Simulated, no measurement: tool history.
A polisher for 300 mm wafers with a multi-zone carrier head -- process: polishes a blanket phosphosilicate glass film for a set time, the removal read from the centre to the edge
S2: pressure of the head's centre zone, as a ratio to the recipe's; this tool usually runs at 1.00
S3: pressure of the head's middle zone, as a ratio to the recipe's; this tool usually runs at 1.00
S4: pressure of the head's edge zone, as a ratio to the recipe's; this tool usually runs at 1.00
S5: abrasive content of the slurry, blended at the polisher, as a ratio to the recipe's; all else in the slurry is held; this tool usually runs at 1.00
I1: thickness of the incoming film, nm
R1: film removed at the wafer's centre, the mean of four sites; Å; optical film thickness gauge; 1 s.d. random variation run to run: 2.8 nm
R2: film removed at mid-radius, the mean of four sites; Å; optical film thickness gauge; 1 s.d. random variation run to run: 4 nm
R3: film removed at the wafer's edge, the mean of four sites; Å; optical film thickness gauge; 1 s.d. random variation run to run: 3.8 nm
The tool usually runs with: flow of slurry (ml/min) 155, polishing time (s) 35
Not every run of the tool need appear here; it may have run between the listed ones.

Run 1, day 0.000: usual settings; I1 2985.5. Result: R1 2545 Å, R2 2651 Å, R3 2595 Å.
At day 0.350: worn pad replaced by a new one.
Run 2, day 0.429: usual settings but flow of slurry (ml/min) 135, S2 1.05, S5 1.15; I1 2940.4. Result: R1 2994 Å, R2 3011 Å, R3 3025 Å.
Run 3, day 0.867: usual settings but S2 1.06, S3 1.09, S4 0.97; I1 2966.2. Result: R1 2980 Å, R2 3081 Å, R3 2778 Å.
Run 4, day 1.362: usual settings but flow of slurry (ml/min) 125, S5 1.10; I1 2970.8. Result: R1 2701 Å, R2 2725 Å, R3 2835 Å.
Run 5, day 1.992: usual settings but S4 0.96, polishing time (s) 23; I1 3014.5. Result: R1 1762 Å, R2 1803 Å, R3 1771 Å.
Run 6, day 3.862: usual settings but S2 0.93, S5 1.25, polishing time (s) 23; I1 2952.8. Result: R1 1673 Å, R2 1862 Å, R3 1926 Å.
Run 7, day 4.125: usual settings; I1 2960.5. Result: R1 2531 Å, R2 2718 Å, R3 2669 Å.
Run 8, day 4.738: usual settings but S5 1.30; I1 2971.2. Result: R1 2759 Å, R2 2915 Å, R3 2865 Å.
Run 9, day 5.008: usual settings but S3 1.10, S4 0.92, S5 1.15, polishing time (s) 26; I1 2960.0. Result: R1 1992 Å, R2 2153 Å, R3 1962 Å.
At day 5.300: slurry nozzle cleaned.
Run 10, day 5.742: usual settings but S2 0.93, S5 1.25, polishing time (s) 23; I1 2994.2. Result: R1 1681 Å, R2 1866 Å, R3 1839 Å.
Run 11, day 6.012: usual settings; I1 2980.4. Result: R1 2576 Å, R2 2692 Å, R3 2557 Å.
Run 12, day 6.450: usual settings but S5 1.15; I1 3009.5. Result: R1 2675 Å, R2 2725 Å, R3 2692 Å.
At day 7.092: worn pad replaced by a new one.
Run 13, day 7.154: usual settings; I1 3023.4. Result: R1 2858 Å, R2 2990 Å, R3 2939 Å.
At day 7.417: carrier head's membrane replaced by a new one.
Run 14, day 8.708: usual settings but S2 0.92, S4 1.06, polishing time (s) 40; I1 2981.4. Result: R1 2809 Å, R2 3231 Å, R3 3267 Å.
Run 15, day 9.283: usual settings but S4 0.90, polishing time (s) 38; I1 2967.5. Result: R1 2857 Å, R2 3032 Å, R3 2787 Å.
Run 16, day 9.888: usual settings but flow of slurry (ml/min) 170; I1 2993.0. Result: R1 2655 Å, R2 2747 Å, R3 2723 Å.
Run 17, day 10.554: usual settings but flow of slurry (ml/min) 200, S2 0.96, S4 0.90, polishing time (s) 47; I1 3009.8. Result: R1 3535 Å, R2 3833 Å, R3 3465 Å.
Run 18, day 11.950: usual settings; I1 2979.0. Result: R1 2545 Å, R2 2574 Å, R3 2559 Å.
Run 19, day 12.242: usual settings but S2 0.93, S4 0.90, S5 1.15, polishing time (s) 25; I1 2967.6. Result: R1 1792 Å, R2 1991 Å, R3 1876 Å.
Run 20, day 12.958: usual settings; I1 2953.2. Result: R1 2551 Å, R2 2573 Å, R3 2604 Å.
Run 21, day 13.225: usual settings but S2 0.92, S4 1.06, polishing time (s) 40; I1 2965.3. Result: R1 2693 Å, R2 3028 Å, R3 3055 Å.
Run 22, day 13.775: usual settings but flow of slurry (ml/min) 125, S5 1.20; I1 3011.5. Result: R1 2530 Å, R2 2670 Å, R3 2598 Å.

Below are 4 alternative next runs, each starting from the tool's condition after run 22. Predict each:
Run A, day 13.792: usual settings but S4 1.04; I1 2972.3. Result: R1 ?, R2 ?, R3 ?.
Run B, day 13.792: usual settings but flow of slurry (ml/min) 110, S2 1.08; I1 2972.3. Result: R1 ?, R2 ?, R3 ?.
Run C, day 13.792: usual settings but flow of slurry (ml/min) 125, S4 0.91; I1 2972.3. Result: R1 ?, R2 ?, R3 ?.
Run D, day 13.792: usual settings but S5 1.25; I1 2972.3. Result: R1 ?, R2 ?, R3 ?.

run    R1    R2    R3
  A  2547  2581  2651
  B  2496  2368  2448
  C  2407  2456  2401
  D  2742  2779  2800
Stripped of hidden state, with their random variation kept, the same runs would have yielded:
run    R1    R2    R3
  A  2923  2963  3043
  B  2865  2718  2810
  C  2763  2820  2756
  D  3148  3190  3214

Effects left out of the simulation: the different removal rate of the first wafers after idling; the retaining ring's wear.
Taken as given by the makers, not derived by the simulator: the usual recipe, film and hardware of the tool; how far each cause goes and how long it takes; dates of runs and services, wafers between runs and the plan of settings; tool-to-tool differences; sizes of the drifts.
